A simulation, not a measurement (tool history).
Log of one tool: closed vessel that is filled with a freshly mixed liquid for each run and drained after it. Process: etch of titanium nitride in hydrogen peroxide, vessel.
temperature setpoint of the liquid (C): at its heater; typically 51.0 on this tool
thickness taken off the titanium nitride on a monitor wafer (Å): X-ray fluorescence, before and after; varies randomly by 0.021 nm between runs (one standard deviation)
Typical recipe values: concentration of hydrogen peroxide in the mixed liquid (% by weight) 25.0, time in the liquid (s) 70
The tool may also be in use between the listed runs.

| run | hour | temperature setpoint of the liquid (C) | concentration of hydrogen peroxide in the mixed liquid (% by weight) | time in the liquid (s) | read-back film thickness of the titanium nitride reference wafer, read on the same gauge (nm) | thickness taken off the titanium nitride on a monitor wafer (Å) |
|---|---|---|---|---|---|---|
| 1 | 0.0 | 51.0 | 25.0 | 70 | 60.02 | 55.6 |
| 2 | 25.0 | 51.0 | 25.0 | 70 | 60.00 | 55.5 |
| 3 | 44.4 | 51.0 | 25.0 | 70 | 60.01 | 55.5 |
| 4 | 67.0 | 51.0 | 25.0 | 70 | 60.02 | 55.6 |
| 5 | 99.8 | 51.0 | 25.0 | 55 | 59.98 | 43.6 |
| 6 | 134.5 | 51.0 | 25.0 | 55 | 60.00 | 43.4 |
| 7 | 154.1 | 51.0 | 25.0 | 70 | 59.99 | 55.1 |
|  | 182.6 | new drum of peroxide connected |
| 8 | 188.9 | 58.5 | 27.0 | 70 | 60.03 | 94.9 |
| 9 | 203.0 | 51.0 | 25.0 | 70 | 60.01 | 55.0 |
| 10 | 218.4 | 55.5 | 23.0 | 55 | 60.04 | 58.5 |
|  | 237.9 | gauge calibrated |
|  | 256.1 | peroxide flow meter replaced |
|  | 283.7 | thermometer replaced |
| 11 | 298.3 | 51.0 | 27.5 | 70 | 59.96 | 64.9 |
| 12 | 324.3 | 51.0 | 25.0 | 50 | 59.97 | 45.3 |
| 13 | 356.9 | 51.0 | 25.0 | 70 | 59.99 | 63.4 |
| 14 | 411.0 | 45.5 | 19.5 | 70 | 59.98 | 40.0 |

Had the tool no unlogged condition, and each run kept its random variation, what would the results have been?
Hidden conditions of the tool in this case: liquid colder than its thermometer reads (K); peroxide flow below the setpoint (%); peroxide weaker than its label (%); gauge reads high (%).
| run | thickness taken off the titanium nitride on a monitor wafer (Å) |
|---|---|
| 1 | 63.6 |
| 2 | 63.6 |
| 3 | 63.6 |
| 4 | 63.9 |
| 5 | 50.2 |
| 6 | 50.0 |
| 7 | 63.6 |
| 8 | 109.1 |
| 9 | 63.7 |
| 10 | 67.5 |
| 11 | 65.1 |
| 12 | 45.5 |
| 13 | 63.9 |
| 14 | 40.4 |
